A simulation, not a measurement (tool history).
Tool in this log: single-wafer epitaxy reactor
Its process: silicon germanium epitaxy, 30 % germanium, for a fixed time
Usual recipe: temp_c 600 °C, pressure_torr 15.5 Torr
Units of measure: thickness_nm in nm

run,day,temp_c,pressure_torr,wafers since the last listed run,hours since the last pyrometer calibration,hours since the last manometer calibration,hours since the showerhead was replaced,hours since the gauge calibration,"read-back reference wafer on the same gauge, thickness_nm",thickness_nm
1,0,600,15.5,0,1815.2,1968.3,7700.3,29.3,48.053,59.265
2,1.958,600,15.5,884,1862.2,2015.3,7747.3,76.3,48.035,59.108
3,2.4,600,15.5,199,1872.8,2025.9,7757.9,86.9,48.111,59.785
4,2.788,600,15.5,175,1882.1,2035.2,7767.2,96.2,47.934,59.399
5,3.446,600,15.5,297,1897.9,2051,7783,112,48.008,59.63
6,3.946,600,15.5,225,1909.9,2063,7795,124,47.994,59.794
7,4.646,600,15.5,316,1926.7,2079.8,7811.8,140.8,48.021,60.185
8,4.929,600,15.5,127,1933.5,2086.6,7818.6,147.6,48.083,59.603
9,5.288,600,15.5,161,1942.1,2095.2,7827.2,156.2,48.017,59.858
10,6.025,600,15.5,333,1959.8,2112.9,7844.9,173.9,48.008,59.653
# day 6.4: capacitance manometer re-zeroed and calibrated
11,6.604,600,15.5,111,1973.7,4.9,7858.8,187.8,47.984,60.003
12,7.058,600,15.5,205,1984.6,15.8,7869.7,198.7,47.947,59.903
13,7.6,600,15.5,244,1997.6,28.8,7882.7,211.7,47.89,59.704
14,8.254,600,15.5,295,2013.3,44.5,7898.4,227.4,47.995,59.663
15,8.529,600,15.5,124,2019.9,51.1,7905,234,48.025,59.339
16,9.175,600,15.5,291,2035.4,66.6,7920.5,249.5,48.053,60.331
17,9.612,600,15.5,197,2045.9,77.1,7931,260,47.991,60.049
# day 10.217: showerhead replaced, of another model than before
18,10.238,594,16.9,131,2060.9,92.1,0.5,275,48.021,57.783
19,10.288,600,15.5,22,2062.1,93.3,1.7,276.2,48.035,60.173
20,11.604,600,15.5,594,2093.7,124.9,33.3,307.8,47.936,60.305
21,12.146,611,19.2,244,2106.7,137.9,46.3,320.8,47.938,90.821
# day 12.775: gauge calibrated
# day 13.008: pyrometer calibrated
22,13.029,610,16.8,248,0.5,159.1,67.5,6.1,47.911,71.925
23,13.317,600,11.9,129,7.4,166,74.4,13,48.043,38.894
24,13.892,615,17.4,259,21.2,179.8,88.2,26.8,47.938,80.938
25,14.475,600,15.5,263,35.2,193.8,102.2,40.8,47.944,54.356
26,14.954,609,12.4,216,46.7,205.3,113.7,52.3,47.999,49.599
27,15.304,600,15.5,158,55.1,213.7,122.1,60.7,48.028,54.074
28,15.758,592,15.5,205,66,224.6,133,71.6,47.929,45.889
29,16.704,611,12.3,427,88.7,247.3,155.7,94.3,48.043,51.531
30,17.329,606,13.6,282,103.7,262.3,170.7,109.3,48.098,53.448
31,17.662,600,15.5,150,111.7,270.3,178.7,117.3,47.9,54.667
32,18.112,588,14.4,203,122.5,281.1,189.5,128.1,47.995,39.05

Exercise: give the hidden state of the tool at every run:
true pressure above the setpoint (%): 0 in every run
gauge reads high (%): 0 in every run
H1: wafer temperature above the value expected at the setpoint (K)
run,H1
1,4.52
2,4.64
3,4.67
4,4.69
5,4.73
6,4.76
7,4.81
8,4.83
9,4.85
10,4.89
11,4.93
12,4.96
13,4.99
14,5.04
15,5.05
16,5.09
17,5.12
18,5.16
19,5.16
20,5.25
21,5.28
22,-0.0391
23,-0.021
24,0.0153
25,0.052
26,0.0822
27,0.104
28,0.133
29,0.192
30,0.232
31,0.253
32,0.281

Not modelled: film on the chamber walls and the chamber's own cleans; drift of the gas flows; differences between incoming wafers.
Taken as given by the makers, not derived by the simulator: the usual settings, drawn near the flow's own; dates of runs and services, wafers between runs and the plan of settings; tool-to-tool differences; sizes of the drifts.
